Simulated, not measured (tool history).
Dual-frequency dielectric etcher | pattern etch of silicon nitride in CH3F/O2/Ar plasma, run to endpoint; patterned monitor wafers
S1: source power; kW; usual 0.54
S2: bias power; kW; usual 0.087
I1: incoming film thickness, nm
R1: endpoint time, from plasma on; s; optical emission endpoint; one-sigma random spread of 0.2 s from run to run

| run | hour | S1 | S2 | I1 | R1 |
|---|---|---|---|---|---|
| 1 | 0 | 0.43 | 0.087 | 33.49 | 42 |
| 2 | 24.3 | 0.54 | 0.087 | 33.47 | 39.8 |
| 3 | 56.4 | 0.54 | 0.087 | 33.68 | 39.9 |
| 4 | 70.1 | 0.54 | 0.087 | 33.55 | 39.8 |
| 5 | 86.2 | 0.54 | 0.087 | 33.53 | 40 |
| 6 | 120.4 | 0.54 | 0.087 | 33.42 | 39.3 |
| 7 | 135 | 0.54 | 0.087 | 33.59 | 39.7 |
| 8 | 149.6 | 0.54 | 0.087 | 33.43 | 39.3 |
| 9 | 253.2 | 0.57 | 0.087 | 33.79 | 38.6 |
|  | 277.4 | upper electrode replaced |
| 10 | 283.6 | 0.57 | 0.087 | 33.58 | 38.4 |
| 11 | 310.7 | 0.54 | 0.087 | 33.57 | 39.1 |
| 12 | 340.5 | 0.54 | 0.087 | 33.73 | 38.7 |
| 13 | 356.1 | 0.58 | 0.1 | 33.59 | 35.6 |
| 14 | 368.7 | 0.5 | 0.101 | 33.54 | 36.7 |
|  | 378.6 | bias power generator calibrated |
| 15 | 404.2 | 0.49 | 0.07 | 33.86 | 44 |
| 16 | 480.9 | 0.44 | 0.075 | 33.35 | 43.2 |
|  | 485 | source power generator calibrated |
|  | 516.7 | wet clean of the chamber |
| 17 | 517.2 | 0.54 | 0.087 | 33.77 | 40.3 |
| 18 | 531.4 | 0.66 | 0.108 | 33.53 | 34.4 |
| 19 | 556.4 | 0.62 | 0.067 | 33.44 | 43.7 |
| 20 | 581.1 | 0.42 | 0.101 | 33.34 | 39.8 |
| 21 | 594.9 | 0.54 | 0.087 | 33.84 | 40.3 |
| 22 | 609.6 | 0.62 | 0.081 | 33.63 | 39.5 |
| 23 | 626.9 | 0.63 | 0.095 | 33.81 | 37.1 |
| 24 | 661.5 | 0.54 | 0.087 | 33.7 | 39.8 |

Alternative continuations, all from the tool just after run 24; predict every row:
| A | 661.9 | 0.45 | 0.087 | 33.59 | ? |
| B | 661.9 | 0.63 | 0.072 | 33.59 | ? |
| C | 661.9 | 0.67 | 0.094 | 33.59 | ? |
| D | 661.9 | 0.59 | 0.081 | 33.59 | ? |

| run | R1 |
|---|---|
| A | 41.6 |
| B | 41.4 |
| C | 35.9 |
| D | 39.9 |
With no hidden state in the tool, these same runs would have given:
| run | R1 |
|---|---|
| A | 42.5 |
| B | 42.3 |
| C | 36.7 |
| D | 40.8 |
